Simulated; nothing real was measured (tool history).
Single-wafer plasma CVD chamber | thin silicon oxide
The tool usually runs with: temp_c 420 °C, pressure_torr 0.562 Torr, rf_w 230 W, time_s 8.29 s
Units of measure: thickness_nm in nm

run   hour  temp_c  pressure_torr  rf_w  time_s  read-back reference wafer on the same gauge, thickness_nm  thickness_nm
  1      0     420          0.562   230    8.29                                                     10.407         9.268
  2   16.8     420          0.562   230    8.29                                                     10.411         9.227
  3   32.9     420          0.638   265    8.29                                                     10.387        11.069
      49.6  -- thermocouple changed; heater temperature recalibrated
  4   50.1     420          0.638   265    8.29                                                     10.401        11.058
  5   54.6     420          0.562   230    8.29                                                     10.391         9.161
  6   72.6     420          0.562   230    8.29                                                     10.401         9.229
  7   86.2     420          0.562   230    8.29                                                     10.406         9.172
  8   93.8     420          0.562   230    8.29                                                     10.392         9.123
  9  105.3     420          0.562   230    8.29                                                     10.408         9.224
 10  112.2     420          0.562   230    8.29                                                     10.384         9.245
 11  125.3     420          0.562   230    8.29                                                     10.412         9.212
 12  133.4     420          0.562   230    8.29                                                     10.402         9.192
 13  149.8     420          0.562   230    8.29                                                       10.4         9.162
 14  158.9     420          0.445   230    9.16                                                     10.393         7.962
     179.1  -- capacitance manometer re-zeroed and calibrated
 15  179.6     428          0.512   230     7.4                                                     10.385         7.922
     189.7  -- showerhead replaced
 16  190.2     420          0.562   230    8.29                                                     10.411         9.693
 17  200.7     420          0.562   230    7.69                                                     10.407         8.945
 18  248.1     406          0.562   230    9.33                                                     10.391        10.926
       252  -- gauge calibrated
 19  263.8     420          0.562   230    8.29                                                     10.406         9.595
 20  280.8     420          0.562   230    8.78                                                     10.397        10.057
       294  -- RF generator calibrated
 21  297.1     420          0.502   230     7.2                                                     10.392          7.57
 22  304.1     420          0.562   230    8.29                                                     10.412         9.755
 23    313     420          0.648   230    8.29                                                     10.388        11.185
 24  325.1     420          0.562   230    8.29                                                     10.397         9.765
 25  333.1     420          0.467   185    9.66                                                     10.396         8.598
 26    351     429          0.452   230    8.29                                                     10.406         7.691
 27  367.7     420          0.457   230    8.29                                                     10.394         7.836
 28  384.1     409          0.562   230    8.29                                                     10.405         9.773
 29  398.6     420          0.473   195    8.29                                                     10.403         7.607
 30    411     420          0.445   230    9.16                                                     10.397         8.412

Each row is a separate what-if for the run after 30, all from the same tool condition, not one after another. Results?
  A  411.4     420          0.562   230    6.83                                                          ?             ?
  B  411.4     433          0.562   230    8.29                                                          ?             ?
  C  411.4     420          0.512   265    8.29                                                          ?             ?

run  read-back reference wafer on the same gauge, thickness_nm  thickness_nm
  A                                                     10.401         7.979
  B                                                     10.401         9.588
  C                                                     10.401         9.322
With no hidden state in the tool, these same runs would have given:
run  thickness_nm
  A         8.312
  B         9.989
  C         9.709
